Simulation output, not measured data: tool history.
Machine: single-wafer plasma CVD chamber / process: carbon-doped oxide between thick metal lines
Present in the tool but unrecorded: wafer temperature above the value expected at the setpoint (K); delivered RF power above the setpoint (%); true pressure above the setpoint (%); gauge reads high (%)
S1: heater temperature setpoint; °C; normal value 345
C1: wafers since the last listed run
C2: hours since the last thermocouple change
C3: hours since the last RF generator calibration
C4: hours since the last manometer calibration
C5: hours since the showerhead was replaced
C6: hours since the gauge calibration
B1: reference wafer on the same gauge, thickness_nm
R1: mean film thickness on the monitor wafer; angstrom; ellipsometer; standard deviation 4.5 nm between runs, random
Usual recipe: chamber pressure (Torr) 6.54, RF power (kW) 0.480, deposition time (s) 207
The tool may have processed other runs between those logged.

Run 1, hour 0.0: usual settings but chamber pressure (Torr) 5.35; C1 0; C2 1172.3; C3 2144.5; C4 2884.7; C5 5352.8; C6 385.6; B1 1126.665. Result: R1 9641.96 angstrom.
Run 2, hour 8.6: usual settings; C1 90; C2 1180.9; C3 2153.1; C4 2893.3; C5 5361.4; C6 394.2; B1 1127.037. Result: R1 9822.76 angstrom.
Run 3, hour 23.0: usual settings; C1 150; C2 1195.3; C3 2167.5; C4 2907.7; C5 5375.8; C6 408.6; B1 1125.669. Result: R1 9832.71 angstrom.
Run 4, hour 34.0: usual settings; C1 115; C2 1206.3; C3 2178.5; C4 2918.7; C5 5386.8; C6 419.6; B1 1127.007. Result: R1 9880.05 angstrom.
Run 5, hour 50.2: usual settings; C1 169; C2 1222.5; C3 2194.7; C4 2934.9; C5 5403.0; C6 435.8; B1 1126.414. Result: R1 9814.36 angstrom.
Run 6, hour 57.6: usual settings; C1 77; C2 1229.9; C3 2202.1; C4 2942.3; C5 5410.4; C6 443.2; B1 1126.205. Result: R1 9844.03 angstrom.
At hour 66.1: gauge calibrated.
Run 7, hour 72.6: usual settings but RF power (kW) 0.450; C1 157; C2 1244.9; C3 2217.1; C4 2957.3; C5 5425.4; C6 6.5; B1 1126.868. Result: R1 9215.29 angstrom.
Run 8, hour 85.6: usual settings but deposition time (s) 246; C1 136; C2 1257.9; C3 2230.1; C4 2970.3; C5 5438.4; C6 19.5; B1 1126.314. Result: R1 11717.44 angstrom.
Run 9, hour 92.3: usual settings; C1 70; C2 1264.6; C3 2236.8; C4 2977.0; C5 5445.1; C6 26.2; B1 1125.453. Result: R1 9795.54 angstrom.
At hour 108.6: capacitance manometer re-zeroed and calibrated.
At hour 109.1: RF generator calibrated.
At hour 114.7: showerhead replaced.
Run 10, hour 115.2: usual settings but S1 352 °C, deposition time (s) 229; C1 92; C2 1287.5; C3 6.1; C4 6.6; C5 0.5; C6 49.1; B1 1125.773. Result: R1 10610.30 angstrom.
Run 11, hour 123.2: usual settings; C1 83; C2 1295.5; C3 14.1; C4 14.6; C5 8.5; C6 57.1; B1 1124.594. Result: R1 9928.88 angstrom.
Run 12, hour 132.4: usual settings; C1 96; C2 1304.7; C3 23.3; C4 23.8; C5 17.7; C6 66.3; B1 1126.366. Result: R1 9891.73 angstrom.
Run 13, hour 143.4: usual settings; C1 115; C2 1315.7; C3 34.3; C4 34.8; C5 28.7; C6 77.3; B1 1125.848. Result: R1 9744.79 angstrom.
Run 14, hour 149.7: usual settings; C1 66; C2 1322.0; C3 40.6; C4 41.1; C5 35.0; C6 83.6; B1 1125.576. Result: R1 9822.72 angstrom.
At hour 157.7: thermocouple changed; heater temperature recalibrated.
Run 15, hour 166.4: usual settings but S1 356 °C, chamber pressure (Torr) 7.27, RF power (kW) 0.545, deposition time (s) 223; C1 91; C2 8.7; C3 57.3; C4 57.8; C5 51.7; C6 100.3; B1 1125.134. Result: R1 11723.29 angstrom.
Run 16, hour 177.8: usual settings but RF power (kW) 0.540, deposition time (s) 177; C1 119; C2 20.1; C3 68.7; C4 69.2; C5 63.1; C6 111.7; B1 1126.546. Result: R1 9369.84 angstrom.
Run 17, hour 192.9: usual settings; C1 158; C2 35.2; C3 83.8; C4 84.3; C5 78.2; C6 126.8; B1 1125.686. Result: R1 9866.20 angstrom.
Run 18, hour 207.6: usual settings but chamber pressure (Torr) 5.98, RF power (kW) 0.540; C1 154; C2 49.9; C3 98.5; C4 99.0; C5 92.9; C6 141.5; B1 1126.257. Result: R1 10892.54 angstrom.
Run 19, hour 215.0: usual settings but chamber pressure (Torr) 5.04, RF power (kW) 0.535, deposition time (s) 224; C1 77; C2 57.3; C3 105.9; C4 106.4; C5 100.3; C6 148.9; B1 1126.700. Result: R1 11383.42 angstrom.
Run 20, hour 232.8: usual settings but deposition time (s) 246; C1 186; C2 75.1; C3 123.7; C4 124.2; C5 118.1; C6 166.7; B1 1126.818. Result: R1 11633.73 angstrom.
Run 21, hour 250.1: usual settings but chamber pressure (Torr) 7.91, deposition time (s) 189; C1 181; C2 92.4; C3 141.0; C4 141.5; C5 135.4; C6 184.0; B1 1126.219. Result: R1 9045.87 angstrom.
Run 22, hour 260.6: usual settings; C1 110; C2 102.9; C3 151.5; C4 152.0; C5 145.9; C6 194.5; B1 1125.845. Result: R1 9919.47 angstrom.
Run 23, hour 267.1: usual settings but RF power (kW) 0.405; C1 68; C2 109.4; C3 158.0; C4 158.5; C5 152.4; C6 201.0; B1 1127.248. Result: R1 8009.25 angstrom.
Run 24, hour 275.0: usual settings but S1 330 °C, chamber pressure (Torr) 7.58, RF power (kW) 0.450, deposition time (s) 217; C1 82; C2 117.3; C3 165.9; C4 166.4; C5 160.3; C6 208.9; B1 1126.189. Result: R1 10171.49 angstrom.
Run 25, hour 291.0: usual settings but RF power (kW) 0.440, deposition time (s) 225; C1 167; C2 133.3; C3 181.9; C4 182.4; C5 176.3; C6 224.9; B1 1125.378. Result: R1 9677.76 angstrom.
Run 26, hour 308.2: usual settings but deposition time (s) 175; C1 180; C2 150.5; C3 199.1; C4 199.6; C5 193.5; C6 242.1; B1 1125.186. Result: R1 8288.92 angstrom.
Run 27, hour 319.1: usual settings; C1 114; C2 161.4; C3 210.0; C4 210.5; C5 204.4; C6 253.0; B1 1125.361. Result: R1 9924.96 angstrom.
Run 28, hour 327.6: usual settings but S1 332 °C, chamber pressure (Torr) 7.22, RF power (kW) 0.415, deposition time (s) 178; C1 89; C2 169.9; C3 218.5; C4 219.0; C5 212.9; C6 261.5; B1 1125.559. Result: R1 7505.47 angstrom.
Run 29, hour 335.1: usual settings but chamber pressure (Torr) 7.26, RF power (kW) 0.515; C1 78; C2 177.4; C3 226.0; C4 226.5; C5 220.4; C6 269.0; B1 1125.652. Result: R1 10668.07 angstrom.

Predict each of these 3 candidate next runs independently; none follows another, all start after run 29:
Run A, hour 335.6: usual settings but chamber pressure (Torr) 7.41; C1 5; C2 177.9; C3 226.5; C4 227.0; C5 220.9; C6 269.5; B1 ?. Result: R1 ?.
Run B, hour 335.6: usual settings but S1 354 °C; C1 5; C2 177.9; C3 226.5; C4 227.0; C5 220.9; C6 269.5; B1 ?. Result: R1 ?.
Run C, hour 335.6: usual settings but chamber pressure (Torr) 8.07, RF power (kW) 0.515; C1 5; C2 177.9; C3 226.5; C4 227.0; C5 220.9; C6 269.5; B1 ?. Result: R1 ?.

run        B1        R1
  A  1126.063   9918.47
  B  1126.063   9602.73
  C  1126.063  10660.25
Without the tool's hidden state the same runs would have given:
run        R1
  A   9918.47
  B   9602.73
  C  10660.25
